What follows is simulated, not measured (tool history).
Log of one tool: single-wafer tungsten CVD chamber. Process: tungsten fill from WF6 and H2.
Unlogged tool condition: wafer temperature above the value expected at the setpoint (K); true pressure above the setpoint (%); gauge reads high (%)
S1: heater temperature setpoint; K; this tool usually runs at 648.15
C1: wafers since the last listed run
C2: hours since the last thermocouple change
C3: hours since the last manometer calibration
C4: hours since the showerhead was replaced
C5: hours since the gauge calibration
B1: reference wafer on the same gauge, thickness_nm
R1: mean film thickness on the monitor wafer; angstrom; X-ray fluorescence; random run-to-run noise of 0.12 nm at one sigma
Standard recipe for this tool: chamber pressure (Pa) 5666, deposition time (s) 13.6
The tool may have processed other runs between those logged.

Run 1, hour 0: usual settings; C1 0; C2 2081.9; C3 1118.7; C4 6906.3; C5 656.8; B1 23.476. Result: R1 266.34 angstrom.
Run 2, hour 67.5: usual settings; C1 2034; C2 2149.4; C3 1186.2; C4 6973.8; C5 724.3; B1 23.399. Result: R1 265.97 angstrom.
Run 3, hour 119.6: usual settings; C1 1570; C2 2201.5; C3 1238.3; C4 7025.9; C5 776.4; B1 23.42. Result: R1 266.41 angstrom.
Run 4, hour 171.7: usual settings but S1 642.15 K, deposition time (s) 11.6; C1 1570; C2 2253.6; C3 1290.4; C4 7078; C5 828.5; B1 23.374. Result: R1 197.55 angstrom.
Run 5, hour 227.7: usual settings but S1 642.15 K, deposition time (s) 11.6; C1 1688; C2 2309.6; C3 1346.4; C4 7134; C5 884.5; B1 23.405. Result: R1 196.14 angstrom.
Run 6, hour 269.7: usual settings but S1 642.15 K, deposition time (s) 11.6; C1 1266; C2 2351.6; C3 1388.4; C4 7176; C5 926.5; B1 23.416. Result: R1 196.5 angstrom.
Run 7, hour 388.5: usual settings; C1 3581; C2 2470.4; C3 1507.2; C4 7294.8; C5 1045.3; B1 23.401. Result: R1 267.24 angstrom.
Run 8, hour 455.9: usual settings but S1 643.15 K; C1 2031; C2 2537.8; C3 1574.6; C4 7362.2; C5 1112.7; B1 23.414. Result: R1 235.62 angstrom.
At hour 491.8: showerhead replaced.
At hour 590.6: capacitance manometer re-zeroed and calibrated.
At hour 609.1: gauge calibrated.
Run 9, hour 611: usual settings but S1 643.15 K; C1 4193; C2 2692.9; C3 20.4; C4 119.2; C5 1.9; B1 23.362. Result: R1 235.55 angstrom.
Run 10, hour 641.9: usual settings but S1 643.15 K; C1 931; C2 2723.8; C3 51.3; C4 150.1; C5 32.8; B1 23.349. Result: R1 236.52 angstrom.
Run 11, hour 708.6: usual settings; C1 2010; C2 2790.5; C3 118; C4 216.8; C5 99.5; B1 23.386. Result: R1 264.93 angstrom.
Run 12, hour 762.7: usual settings; C1 1630; C2 2844.6; C3 172.1; C4 270.9; C5 153.6; B1 23.381. Result: R1 266.31 angstrom.
Run 13, hour 819.9: usual settings but S1 657.15 K, chamber pressure (Pa) 4733; C1 1724; C2 2901.8; C3 229.3; C4 328.1; C5 210.8; B1 23.389. Result: R1 300.45 angstrom.
Run 14, hour 846.8: usual settings but chamber pressure (Pa) 6079, deposition time (s) 11.4; C1 810; C2 2928.7; C3 256.2; C4 355; C5 237.7; B1 23.396. Result: R1 230.36 angstrom.
Run 15, hour 911.7: usual settings but chamber pressure (Pa) 6559, deposition time (s) 16.1; C1 1956; C2 2993.6; C3 321.1; C4 419.9; C5 302.6; B1 23.391. Result: R1 337.98 angstrom.
Run 16, hour 941.3: usual settings but S1 636.15 K, chamber pressure (Pa) 4746; C1 892; C2 3023.2; C3 350.7; C4 449.5; C5 332.2; B1 23.344. Result: R1 181.44 angstrom.

Run 17 is up next; what results do you expect?
Run 17, hour 978.5: usual settings; C1 1121; C2 3060.4; C3 387.9; C4 486.7; C5 369.4; B1 ?. Result: R1 ?.

B1: 23.387
R1: 265.64 angstrom
Minus the tool's unlogged condition, the same run would have read R1 276.04 angstrom.
